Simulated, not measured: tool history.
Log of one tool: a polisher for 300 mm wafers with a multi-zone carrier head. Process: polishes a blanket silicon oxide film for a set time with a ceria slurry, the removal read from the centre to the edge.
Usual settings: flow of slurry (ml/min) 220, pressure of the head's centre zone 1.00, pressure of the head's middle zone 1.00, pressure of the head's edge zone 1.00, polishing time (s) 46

run   hour  flow of slurry (ml/min)  pressure of the head's centre zone  pressure of the head's middle zone  pressure of the head's edge zone  polishing time (s)  wafers since the last listed run  wafers polished on this pad  hours since the slurry nozzle was cleaned  hours since the centre zone pressure was calibrated  hours since the edge zone pressure was calibrated  hours since the carrier head's membrane was replaced  incoming thickness of the incoming film, nm  film removed at the wafer's centre (angstrom)  film removed at mid-radius (angstrom)  film removed at the wafer's edge (angstrom)
  1    0.0                      275                                1.09                                1.00                              1.00                  46                                 0                         1994                                      365.4                                                365.9                                              982.0                                                1195.0                                        940.0                                           3752                                   3553                                         3442
  2   65.6                      220                                1.00                                1.00                              1.00                  46                               765                         2760                                      431.0                                                431.5                                             1047.6                                                1260.6                                        937.8                                           3261                                   3330                                         3320
  3   90.1                      220                                1.00                                1.00                              0.89                  46                               286                         3046                                      455.5                                                456.0                                             1072.1                                                1285.1                                        937.1                                           3254                                   3392                                         3115
  4  155.8                      180                                1.00                                1.00                              0.88                  46                               767                         3813                                      521.2                                                521.7                                             1137.8                                                1350.8                                        918.9                                           3071                                   3199                                         2966
     185.7  -- slurry nozzle cleaned
  5  190.0                      220                                1.00                                1.00                              0.95                  35                               387                         4201                                        4.3                                                555.9                                             1172.0                                                1385.0                                        957.8                                           2338                                   2473                                         2338
     211.1  -- carrier head's membrane replaced by a new one
     238.2  -- worn pad replaced by a new one
     249.2  -- edge zone pressure recalibrated
  6  249.7                      190                                0.96                                1.00                              1.00                  46                               568                          111                                       64.0                                                615.6                                                0.5                                                  38.6                                        956.3                                           3201                                   3455                                         3406
  7  280.9                      220                                1.11                                1.00                              1.00                  46                               364                          475                                       95.2                                                646.8                                               31.7                                                  69.8                                        931.8                                           3764                                   3538                                         3445
  8  340.5                      220                                1.00                                1.00                              1.00                  46                               695                         1171                                      154.8                                                706.4                                               91.3                                                 129.4                                        950.9                                           3371                                   3563                                         3428
  9  396.0                      220                                1.00                                1.00                              1.00                  46                               647                         1819                                      210.3                                                761.9                                              146.8                                                 184.9                                        939.0                                           3283                                   3511                                         3398
     450.8  -- centre zone pressure recalibrated
 10  467.4                      220                                1.00                                1.12                              0.95                  46                               810                         2629                                      281.7                                                 16.6                                              218.2                                                 256.3                                        951.4                                           3419                                   3748                                         3221
 11  496.3                      220                                0.94                                1.04                              0.89                  36                               337                         2967                                      310.6                                                 45.5                                              247.1                                                 285.2                                        954.8                                           2445                                   2762                                         2456
 12  551.7                      175                                1.00                                1.00                              1.00                  39                               646                         3614                                      366.0                                                100.9                                              302.5                                                 340.6                                        941.2                                           2676                                   2660                                         2646

The next listed run, before its measurement:
 13  582.6                      220                                1.00                                1.00                              1.00                  46                               360                         3974                                      396.9                                                131.8                                              333.4                                                 371.5                                        922.1                                              ?                                      ?                                            ?

Run 13 gave film removed at the wafer's centre (angstrom) 3249, film removed at mid-radius (angstrom) 3312, film removed at the wafer's edge (angstrom) 3140.
Without the tool's hidden state the same run would have given film removed at the wafer's centre (angstrom) 3530, film removed at mid-radius (angstrom) 3604, film removed at the wafer's edge (angstrom) 3417.
